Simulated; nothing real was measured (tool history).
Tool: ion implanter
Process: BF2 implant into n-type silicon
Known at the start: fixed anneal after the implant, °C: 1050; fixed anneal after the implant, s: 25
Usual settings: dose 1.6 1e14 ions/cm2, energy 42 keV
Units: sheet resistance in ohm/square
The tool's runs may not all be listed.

| run | hour | dose | energy | read-back reference wafer on the same gauge, sheet resistance | sheet resistance |
|---|---|---|---|---|---|
| 1 | 0 | 1.9 | 51 | 568.03 | 525.2 |
| 2 | 58.6 | 1.9 | 51 | 567.82 | 529.56 |
| 3 | 122.9 | 1.6 | 42 | 567.95 | 624.08 |
| 4 | 179.9 | 1.6 | 42 | 568.08 | 626.25 |
| 5 | 220.3 | 1.6 | 42 | 568.22 | 624.41 |
| 6 | 269.7 | 1.6 | 42 | 568.03 | 627.63 |
| 7 | 339.8 | 1.6 | 42 | 567.9 | 627.8 |
| 8 | 395.9 | 1.6 | 42 | 568.37 | 628.49 |
| 9 | 456.6 | 1.82 | 42 | 567.73 | 564.34 |
| 10 | 509.7 | 1.82 | 42 | 568.02 | 564.68 |
| 11 | 578.1 | 1.82 | 42 | 568.14 | 563.97 |
|  | 620.7 | Faraday cup replaced and dose calibrated |
| 12 | 629.1 | 1.86 | 42 | 568.17 | 545.68 |
| 13 | 674.4 | 1.98 | 52 | 568.13 | 502.64 |
| 14 | 736.7 | 1.35 | 32.5 | 567.95 | 739.39 |
|  | 768.9 | gauge calibrated |
|  | 793.6 | extraction supply calibrated |
| 15 | 797.5 | 1.6 | 31.5 | 568.13 | 644.83 |
| 16 | 855.9 | 1.6 | 42 | 568.19 | 629.67 |
| 17 | 882.3 | 1.12 | 47 | 568.04 | 828.43 |
| 18 | 921.4 | 1.6 | 42 | 567.9 | 626.41 |
| 19 | 950.8 | 2.01 | 42 | 567.76 | 520.63 |
| 20 | 1010.5 | 1.6 | 42 | 567.9 | 625.12 |
| 21 | 1049.9 | 1.6 | 51.5 | 568.18 | 617.31 |
| 22 | 1080.6 | 1.6 | 42 | 567.9 | 634.2 |
| 23 | 1113.3 | 1.79 | 42 | 568.24 | 576.66 |
| 24 | 1173.5 | 1.6 | 48 | 568.14 | 621.07 |

Forecast each of these 3 alternatives for the next run:
| A | 1173.9 | 1.6 | 42 | ? | ? |
| B | 1173.9 | 1.6 | 28.5 | ? | ? |
| C | 1173.9 | 1.76 | 55 | ? | ? |

| run | read-back reference wafer on the same gauge, sheet resistance | sheet resistance |
|---|---|---|
| A | 568.09 | 633.75 |
| B | 568.09 | 662.16 |
| C | 568.09 | 567.49 |
Without the tool's hidden state the same runs would have given:
| run | sheet resistance |
|---|---|
| A | 611.39 |
| B | 638.66 |
| C | 547.38 |

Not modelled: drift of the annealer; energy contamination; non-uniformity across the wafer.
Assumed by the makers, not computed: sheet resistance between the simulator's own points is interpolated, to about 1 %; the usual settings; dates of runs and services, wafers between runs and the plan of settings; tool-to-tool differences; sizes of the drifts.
